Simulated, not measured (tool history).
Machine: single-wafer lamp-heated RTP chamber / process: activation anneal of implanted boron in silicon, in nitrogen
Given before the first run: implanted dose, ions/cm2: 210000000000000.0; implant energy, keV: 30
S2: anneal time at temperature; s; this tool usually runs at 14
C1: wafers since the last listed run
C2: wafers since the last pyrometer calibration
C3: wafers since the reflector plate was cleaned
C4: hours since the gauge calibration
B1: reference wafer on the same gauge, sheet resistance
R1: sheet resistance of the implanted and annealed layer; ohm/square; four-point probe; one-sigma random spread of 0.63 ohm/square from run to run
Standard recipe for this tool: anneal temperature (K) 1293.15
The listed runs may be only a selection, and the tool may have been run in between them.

run 1 hour=0 | anneal_temperature_(K)=1293.15 S2=14 | C1=0 C2=987 C3=5385 C4=756.3 | B1=501.15 | R1=421.56
run 2 hour=23.6 | anneal_temperature_(K)=1293.15 S2=14 | C1=481 C2=1469 C3=5867 C4=779.9 | B1=501.04 | R1=420.57
-- hour=37.4 reflector plate cleaned
run 3 hour=38.5 | anneal_temperature_(K)=1293.15 S2=14 | C1=140 C2=1610 C3=23 C4=794.8 | B1=500.87 | R1=422.24
run 4 hour=59.8 | anneal_temperature_(K)=1305.15 S2=14 | C1=434 C2=2045 C3=458 C4=816.1 | B1=501.09 | R1=419.93
run 5 hour=121.7 | anneal_temperature_(K)=1305.15 S2=14 | C1=1264 C2=3309 C3=1722 C4=878 | B1=500.97 | R1=419.38
run 6 hour=139 | anneal_temperature_(K)=1305.15 S2=14 | C1=353 C2=3662 C3=2075 C4=895.3 | B1=501.04 | R1=420.75
-- hour=175 gauge calibrated
-- hour=176.3 pyrometer window cleaned and pyrometer calibrated
run 7 hour=176.8 | anneal_temperature_(K)=1303.15 S2=9 | C1=608 C2=11 C3=2684 C4=1.8 | B1=501.16 | R1=422.07
run 8 hour=187.2 | anneal_temperature_(K)=1303.15 S2=9 | C1=212 C2=223 C3=2896 C4=12.2 | B1=500.94 | R1=420.7
run 9 hour=216.7 | anneal_temperature_(K)=1270.15 S2=16 | C1=602 C2=826 C3=3499 C4=41.7 | B1=501.18 | R1=425.64
run 10 hour=247.3 | anneal_temperature_(K)=1270.15 S2=16 | C1=624 C2=1450 C3=4123 C4=72.3 | B1=500.93 | R1=425.81
run 11 hour=280.9 | anneal_temperature_(K)=1270.15 S2=16 | C1=686 C2=2137 C3=4810 C4=105.9 | B1=501.03 | R1=425.52
run 12 hour=295.1 | anneal_temperature_(K)=1304.15 S2=21 | C1=289 C2=2427 C3=5100 C4=120.1 | B1=500.9 | R1=419.98
run 13 hour=314.1 | anneal_temperature_(K)=1293.15 S2=14 | C1=388 C2=2815 C3=5488 C4=139.1 | B1=500.97 | R1=420.28
run 14 hour=363.1 | anneal_temperature_(K)=1271.15 S2=11 | C1=1000 C2=3815 C3=6488 C4=188.1 | B1=501.11 | R1=426.48
-- hour=389.1 pyrometer window cleaned and pyrometer calibrated
-- hour=397.3 reflector plate cleaned
run 15 hour=397.8 | anneal_temperature_(K)=1293.15 S2=14 | C1=381 C2=15 C3=9 C4=222.8 | B1=500.95 | R1=421.95
run 16 hour=426.2 | anneal_temperature_(K)=1293.15 S2=14 | C1=579 C2=595 C3=589 C4=251.2 | B1=500.98 | R1=421.33
run 17 hour=445.6 | anneal_temperature_(K)=1276.15 S2=18 | C1=396 C2=991 C3=985 C4=270.6 | B1=500.99 | R1=423.68
run 18 hour=458.4 | anneal_temperature_(K)=1293.15 S2=17 | C1=261 C2=1252 C3=1247 C4=283.4 | B1=500.82 | R1=421.83
run 19 hour=472 | anneal_temperature_(K)=1293.15 S2=14 | C1=277 C2=1530 C3=1524 C4=297 | B1=500.96 | R1=421.1
run 20 hour=488.9 | anneal_temperature_(K)=1308.15 S2=19 | C1=345 C2=1875 C3=1870 C4=313.9 | B1=500.98 | R1=419.37
run 21 hour=502.2 | anneal_temperature_(K)=1293.15 S2=21 | C1=271 C2=2147 C3=2141 C4=327.2 | B1=500.93 | R1=420.33
run 22 hour=515.8 | anneal_temperature_(K)=1313.15 S2=10 | C1=277 C2=2424 C3=2419 C4=340.8 | B1=500.83 | R1=421.46
run 23 hour=543.6 | anneal_temperature_(K)=1293.15 S2=12 | C1=567 C2=2992 C3=2987 C4=368.6 | B1=501.07 | R1=420.17
run 24 hour=564.2 | anneal_temperature_(K)=1293.15 S2=14 | C1=420 C2=3413 C3=3407 C4=389.2 | B1=501.11 | R1=421.92
run 25 hour=595.1 | anneal_temperature_(K)=1304.15 S2=9 | C1=631 C2=4044 C3=4038 C4=420.1 | B1=500.95 | R1=420.64
-- hour=612.3 pyrometer window cleaned and pyrometer calibrated
run 26 hour=619.7 | anneal_temperature_(K)=1264.15 S2=8 | C1=338 C2=151 C3=4377 C4=444.7 | B1=501 | R1=432.94
run 27 hour=648.3 | anneal_temperature_(K)=1318.15 S2=14 | C1=584 C2=735 C3=4961 C4=473.3 | B1=500.92 | R1=419.68
run 28 hour=661.8 | anneal_temperature_(K)=1314.15 S2=17 | C1=275 C2=1011 C3=5237 C4=486.8 | B1=500.79 | R1=419.62
run 29 hour=675.2 | anneal_temperature_(K)=1293.15 S2=18 | C1=273 C2=1284 C3=5511 C4=500.2 | B1=501.06 | R1=420.68
run 30 hour=700.2 | anneal_temperature_(K)=1293.15 S2=14 | C1=510 C2=1795 C3=6021 C4=525.2 | B1=500.84 | R1=422.73
run 31 hour=720.1 | anneal_temperature_(K)=1312.15 S2=10 | C1=406 C2=2201 C3=6428 C4=545.1 | B1=500.94 | R1=421.28
run 32 hour=732.3 | anneal_temperature_(K)=1293.15 S2=14 | C1=249 C2=2450 C3=6677 C4=557.3 | B1=500.96 | R1=421.23
-- hour=747 reflector plate cleaned
run 33 hour=761.4 | anneal_temperature_(K)=1323.15 S2=8 | C1=430 C2=2881 C3=294 C4=586.4 | B1=500.89 | R1=419.57
run 34 hour=774 | anneal_temperature_(K)=1293.15 S2=14 | C1=257 C2=3138 C3=551 C4=599 | B1=500.95 | R1=420.48
run 35 hour=809.2 | anneal_temperature_(K)=1293.15 S2=14 | C1=718 C2=3857 C3=1270 C4=634.2 | B1=501.11 | R1=421.06
-- hour=834.4 pyrometer window cleaned and pyrometer calibrated
run 36 hour=834.9 | anneal_temperature_(K)=1302.15 S2=16 | C1=361 C2=11 C3=1632 C4=659.9 | B1=501.03 | R1=421.1

Hidden state, per run?
true wafer temperature minus pyrometer reading, K: 0, the same for each run
wafer temperature error from the tarnished reflector plate, K: 0, the same for each run
gauge reads high (%): 0, the same for each run
